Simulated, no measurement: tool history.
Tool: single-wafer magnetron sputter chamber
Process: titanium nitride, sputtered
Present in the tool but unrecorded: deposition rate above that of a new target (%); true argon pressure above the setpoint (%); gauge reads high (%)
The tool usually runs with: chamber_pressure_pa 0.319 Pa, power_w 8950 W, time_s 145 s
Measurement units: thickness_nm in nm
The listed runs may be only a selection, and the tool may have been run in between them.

run   hour  chamber_pressure_pa  power_w  time_s  wafers since the last listed run  wafers on the sputter target  hours since the last manometer calibration  hours since the magnet pack was replaced  hours since the gauge calibration  read-back reference wafer on the same gauge, thickness_nm  thickness_nm
  1      0                0.373     8950     145                                 0                          4694                                      2023.4                                    8208.5                              232.3                                                    265.243       237.605
  2   31.7                0.319     8950     145                               399                          5094                                      2055.1                                    8240.2                                264                                                    265.941       243.731
  3   64.6                0.319     8950     145                               414                          5509                                        2088                                    8273.1                              296.9                                                    266.085       241.057
  4   82.4                0.319     8950     145                               224                          5733                                      2105.8                                    8290.9                              314.7                                                    265.799       242.889
  5  105.2                0.319     8950     145                               287                          6021                                      2128.6                                    8313.7                              337.5                                                    266.257       241.318
  6  141.2                0.319     8950     145                               453                          6474                                      2164.6                                    8349.7                              373.5                                                    266.041       243.906
  7  176.3                0.319     8950     145                               442                          6917                                      2199.7                                    8384.8                              408.6                                                    265.742       243.026
     187.1  -- sputter target and shields replaced
  8  217.5                0.274     8950     145                               418                           382                                      2240.9                                      8426                              449.8                                                     265.88       246.623
     252.9  -- magnet pack replaced
  9  253.4                0.274     8950     145                               351                           734                                      2276.8                                       0.5                              485.7                                                    266.272       248.589
 10  273.8                0.287    10750     166                               257                           991                                      2297.2                                      20.9                              506.1                                                    265.686       340.012
     275.4  -- gauge calibrated
 11  292.6                0.274     8950     145                               237                          1228                                        2316                                      39.7                               17.2                                                     266.31       246.306
 12  306.4                0.319     7850     170                               173                          1402                                      2329.8                                      53.5                                 31                                                    265.702       248.501
 13  328.5                0.243     8950     134                               278                          1681                                      2351.9                                      75.6                               53.1                                                    266.176       230.761
     358.5  -- capacitance manometer re-zeroed and calibrated
 14    359                0.319     8950     145                               283                          1964                                         0.5                                     106.1                               83.6                                                    265.916       243.721
 15  374.7                0.319     8950     145                               197                          2162                                        16.2                                     121.8                               99.3                                                    265.868       243.193
 16  408.2                0.319    10050     155                               422                          2585                                        49.7                                     155.3                              132.8                                                     265.66       294.188
 17  426.2                0.319     7850     145                               226                          2812                                        67.7                                     173.3                              150.8                                                    266.016       211.315
 18    455                0.319     8950     127                               363                          3175                                        96.5                                     202.1                              179.6                                                    265.842        215.15
 19  476.2                0.433     7150     154                               267                          3442                                       117.7                                     223.3                              200.8                                                    265.764       199.206

Consider 4 possible next runs. They are alternatives, not a sequence: every one starts from the tool as it was left by run 19. What does each give?
  A  476.6                0.319     8950     145                                 5                          3447                                       118.1                                     223.7                              201.2                                                          ?             ?
  B  476.6                0.275     8950     145                                 5                          3447                                       118.1                                     223.7                              201.2                                                          ?             ?
  C  476.6                0.192     9700     131                                 5                          3447                                       118.1                                     223.7                              201.2                                                          ?             ?
  D  476.6                0.384     8950     170                                 5                          3447                                       118.1                                     223.7                              201.2                                                          ?             ?

run  read-back reference wafer on the same gauge, thickness_nm  thickness_nm
  A                                                    265.511        244.56
  B                                                    265.511       248.409
  C                                                    265.511       250.562
  D                                                    265.511       280.232
Without the tool's unlogged condition, the same runs would have read:
run  thickness_nm
  A        244.56
  B       248.409
  C       250.562
  D       280.232
